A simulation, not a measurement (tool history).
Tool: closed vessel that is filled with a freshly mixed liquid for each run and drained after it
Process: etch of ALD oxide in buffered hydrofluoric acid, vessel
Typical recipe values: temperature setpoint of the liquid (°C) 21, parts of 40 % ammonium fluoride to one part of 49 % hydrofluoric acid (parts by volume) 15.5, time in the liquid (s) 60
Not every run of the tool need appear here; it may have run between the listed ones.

run	hour	temperature setpoint of the liquid (°C)	parts of 40 % ammonium fluoride to one part of 49 % hydrofluoric acid (parts by volume)	time in the liquid (s)	read-back film thickness of the ALD oxide reference wafer, read on the same gauge (nm)	thickness taken off the ALD oxide on a monitor wafer (nm)
1	0	21	11.5	60	60.01	67.9
2	18.8	21	18.5	60	59.99	41.97
3	41.8	21	15.5	60	60.02	50.43
4	65.6	21	15.5	60	59.96	49.79
5	94.7	21	15.5	45	59.99	37.29
6	110	21	15.5	45	60.01	37.59
7	166	21	15.5	45	59.98	37.24
8	178.7	21	15.5	35	60.01	29.91
9	202.7	21	15.5	60	59.99	50.65
10	229.8	21	15.5	60	60	50.92
11	260	21	15.5	60	59.97	51.66
12	272	21	15.5	60	59.99	50.67
# hour 276.9: thermometer replaced
13	287.3	21	15.5	60	60.02	44.85
14	302.8	21	15.5	60	60.05	44.67
15	339.7	21	19	60	60.02	36.83
# hour 355.2: hydrofluoric acid flow meter replaced
16	360.5	18	12	35	60	28.21
17	377	23.5	15.5	60	59.98	51.55
18	403.4	17	15.5	85	60	51.14
# hour 425.4: gauge calibrated
19	437.2	24.5	15.5	60	59.99	54.87
20	473.1	21	15.5	60	60.03	45.78
21	495.6	25	19.5	45	60.01	34.3
22	521.6	21	15.5	60	60	46.53
23	551	21	17	60	59.97	41.72
24	571.3	23.5	15.5	35	59.99	31.15
25	592	25	19.5	45	60	35.02
26	608.5	21	15.5	45	60	35.04
27	635.5	25.5	15.5	60	60.02	59.28
28	669.5	25	20.5	35	59.97	26.34
29	699.7	21	15.5	30	60.02	23.2
30	714.2	21	15.5	90	60	69.11
31	747.2	24	15.5	50	59.98	45.82
32	797.8	21	15.5	60	60.02	47.61
33	819.5	21	14	45	60.02	39.37

The tool's hidden state at each run:
hydrofluoric acid flow below the setpoint (%): 0 in every run
gauge reads high (%): 0 in every run
H1: liquid hotter than its thermometer reads (K)
run	H1
1	2.24
2	2.27
3	2.31
4	2.35
5	2.39
6	2.42
7	2.51
8	2.53
9	2.57
10	2.62
11	2.66
12	2.68
13	0.497
14	0.523
15	0.583
16	0.617
17	0.644
18	0.688
19	0.743
20	0.802
21	0.839
22	0.881
23	0.93
24	0.963
25	0.997
26	1.02
27	1.07
28	1.12
29	1.17
30	1.2
31	1.25
32	1.33
33	1.37
